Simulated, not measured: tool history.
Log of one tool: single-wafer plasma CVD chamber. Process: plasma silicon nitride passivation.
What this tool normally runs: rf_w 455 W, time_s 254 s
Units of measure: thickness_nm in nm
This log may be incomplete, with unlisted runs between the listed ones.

run,hour,rf_w,time_s,wafers since the last listed run,hours since the last RF generator calibration,hours since the showerhead was replaced,hours since the gauge calibration,"read-back reference wafer on the same gauge, thickness_nm",thickness_nm
1,0.0,425,254,0,1117.0,2318.4,184.8,346.907,390.771
2,14.1,425,254,87,1131.1,2332.5,198.9,347.062,391.564
3,28.8,455,254,91,1145.8,2347.2,213.6,347.002,399.611
4,46.7,455,254,111,1163.7,2365.1,231.5,346.991,400.609
5,62.6,455,254,98,1179.6,2381.0,247.4,347.092,399.386
6,76.9,455,254,88,1193.9,2395.3,261.7,347.048,399.556
7,91.3,455,254,89,1208.3,2409.7,276.1,347.098,397.987
# hour 111.5: RF generator calibrated
8,112.0,455,254,78,0.5,2430.4,296.8,347.067,408.123
# hour 120.6: gauge calibrated
9,124.0,455,254,74,12.5,2442.4,3.4,346.933,407.849
10,141.3,455,254,107,29.8,2459.7,20.7,346.905,407.993
11,190.7,390,225,306,79.2,2509.1,70.1,346.840,345.900
12,228.8,520,254,236,117.3,2547.2,108.2,347.104,424.242
13,238.8,370,271,62,127.3,2557.2,118.2,347.078,410.111
# hour 264.3: showerhead replaced
14,280.5,495,226,209,169.0,16.2,159.9,347.141,372.538
15,295.7,455,209,94,184.2,31.4,175.1,347.056,335.353
16,303.7,425,293,49,192.2,39.4,183.1,347.086,461.909
17,312.3,455,254,53,200.8,48.0,191.7,346.983,408.018
18,345.0,395,301,203,233.5,80.7,224.4,347.081,464.349
19,355.8,430,273,67,244.3,91.5,235.2,346.904,431.704

Alternative continuations, all from the tool just after run 19; predict every row:
A,356.3,455,254,3,244.8,92.0,235.7,?,?
B,356.3,425,209,3,244.8,92.0,235.7,?,?
C,356.3,370,254,3,244.8,92.0,235.7,?,?

run,"read-back reference wafer on the same gauge, thickness_nm",thickness_nm
A,347.058,407.958
B,347.058,329.229
C,347.058,384.729
Had the tool no hidden state, the same runs would have come out as:
run,thickness_nm
A,408.534
B,329.694
C,385.272

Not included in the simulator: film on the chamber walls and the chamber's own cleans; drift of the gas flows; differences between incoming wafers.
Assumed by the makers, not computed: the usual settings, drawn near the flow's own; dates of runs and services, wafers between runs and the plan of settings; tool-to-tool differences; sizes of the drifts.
